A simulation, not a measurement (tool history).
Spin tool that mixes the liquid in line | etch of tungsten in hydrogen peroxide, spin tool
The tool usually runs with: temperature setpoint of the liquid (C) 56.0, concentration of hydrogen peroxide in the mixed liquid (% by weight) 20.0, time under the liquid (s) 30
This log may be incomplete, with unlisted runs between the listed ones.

run	hour	temperature setpoint of the liquid (C)	concentration of hydrogen peroxide in the mixed liquid (% by weight)	time under the liquid (s)	read-back film thickness of the tungsten reference wafer, read on the same gauge (nm)	thickness taken off the tungsten on a monitor wafer (angstrom)
1	0.0	56.0	20.0	30	110.01	558.5
2	36.2	56.0	20.0	30	110.03	563.8
3	103.3	64.0	20.0	30	110.01	879.7
4	155.2	63.5	17.5	30	110.00	800.7
# hour 192.8: peroxide flow meter replaced
5	223.4	48.5	20.0	30	110.01	353.9
# hour 343.0: heated supply line repaired
6	409.5	48.5	20.0	30	109.98	350.4
7	468.9	53.5	21.0	30	109.96	486.7
8	502.8	56.0	20.0	15	110.00	273.7
9	538.7	56.0	25.5	15	110.01	311.6
10	604.7	56.0	20.0	30	109.95	547.2
11	645.7	56.0	18.5	15	110.02	262.8
12	701.3	48.0	22.5	30	110.00	356.9
13	730.7	48.5	20.0	15	110.01	173.4
# hour 772.3: thermometer replaced
14	801.1	49.5	24.5	45	110.03	609.9
15	867.5	56.0	20.0	30	110.00	544.4
# hour 870.1: new drum of peroxide connected
# hour 895.6: gauge calibrated
16	929.9	56.0	22.5	30	109.99	598.6
17	961.3	49.5	24.5	45	110.00	628.3
18	1011.6	46.0	25.5	40	109.98	458.2
# hour 1021.2: peroxide flow meter replaced
19	1067.9	56.0	25.5	20	109.98	419.5
20	1110.9	63.0	20.0	20	110.02	555.6
21	1236.9	64.5	25.5	50	110.00	1701.5
22	1301.6	56.0	15.5	30	109.99	484.9
23	1346.9	51.5	16.0	30	110.01	376.9
24	1405.3	56.0	25.0	15	110.00	308.4
25	1465.6	56.0	20.0	30	109.99	547.6
26	1504.2	59.0	23.5	45	109.99	1057.9
27	1561.6	63.5	20.0	45	110.02	1252.4

Difference, measured minus no-hidden-state, one row per run. Run-to-run variation is common to both terms; the gauge's own scatter need not be:
Hidden state at play: liquid hotter than its thermometer reads (K); peroxide flow above the setpoint (%); temperature lost on the way to the wafer (K); peroxide weaker than its label (%); gauge reads high (%).
run	thickness taken off the tungsten on a monitor wafer (angstrom)
1	-4.1
2	-5.1
3	-10.5
4	-11.4
5	-6.1
6	-9.0
7	-13.9
8	-8.2
9	-9.9
10	-19.2
11	-9.7
12	-14.2
13	-7.2
14	-27.2
15	-26.0
16	-6.0
17	-7.2
18	-6.3
19	-6.8
20	-10.1
21	-40.6
22	-13.1
23	-10.9
24	-9.8
25	-19.0
26	-38.6
27	-49.1
